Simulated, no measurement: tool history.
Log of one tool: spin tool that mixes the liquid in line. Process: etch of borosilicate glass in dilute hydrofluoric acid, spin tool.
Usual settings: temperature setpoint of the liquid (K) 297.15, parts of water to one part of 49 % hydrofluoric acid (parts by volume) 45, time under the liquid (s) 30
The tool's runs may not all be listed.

| run | hour | temperature setpoint of the liquid (K) | parts of water to one part of 49 % hydrofluoric acid (parts by volume) | time under the liquid (s) | read-back film thickness of the borosilicate glass reference wafer, read on the same gauge (nm) | thickness taken off the borosilicate glass on a monitor wafer (nm) |
|---|---|---|---|---|---|---|
| 1 | 0.0 | 297.15 | 45 | 30 | 90.04 | 18.28 |
| 2 | 17.0 | 297.15 | 45 | 30 | 89.96 | 17.80 |
| 3 | 100.0 | 297.15 | 45 | 30 | 89.96 | 17.78 |
| 4 | 133.4 | 297.15 | 45 | 30 | 90.00 | 17.89 |
|  | 178.4 | gauge calibrated |
| 5 | 195.0 | 297.15 | 55 | 30 | 90.04 | 14.40 |
| 6 | 229.9 | 297.15 | 55 | 30 | 89.98 | 14.37 |
| 7 | 251.4 | 297.15 | 45 | 30 | 90.01 | 17.70 |
|  | 268.3 | thermometer replaced |
| 8 | 270.6 | 297.15 | 45 | 30 | 89.98 | 17.56 |
| 9 | 303.4 | 297.15 | 45 | 30 | 89.94 | 17.63 |
| 10 | 335.0 | 297.15 | 45 | 30 | 90.05 | 17.52 |
| 11 | 354.0 | 297.15 | 45 | 15 | 89.99 | 8.81 |
| 12 | 367.5 | 297.15 | 45 | 30 | 90.01 | 17.62 |
|  | 390.6 | hydrofluoric acid flow meter replaced |
| 13 | 400.3 | 300.15 | 65 | 40 | 89.98 | 19.60 |
| 14 | 435.9 | 293.15 | 55 | 35 | 90.01 | 15.40 |
|  | 446.3 | gauge calibrated |
| 15 | 455.4 | 297.15 | 45 | 30 | 89.95 | 19.43 |
| 16 | 470.0 | 297.15 | 45 | 30 | 89.98 | 19.06 |

Run 17 comes next. What will it give?
| 17 | 488.3 | 297.15 | 30 | 15 | ? | ? |

read-back film thickness of the borosilicate glass reference wafer, read on the same gauge (nm): 89.96
thickness taken off the borosilicate glass on a monitor wafer (nm): 14.93
Without the tool's hidden state the same run would have given thickness taken off the borosilicate glass on a monitor wafer (nm) 15.31.
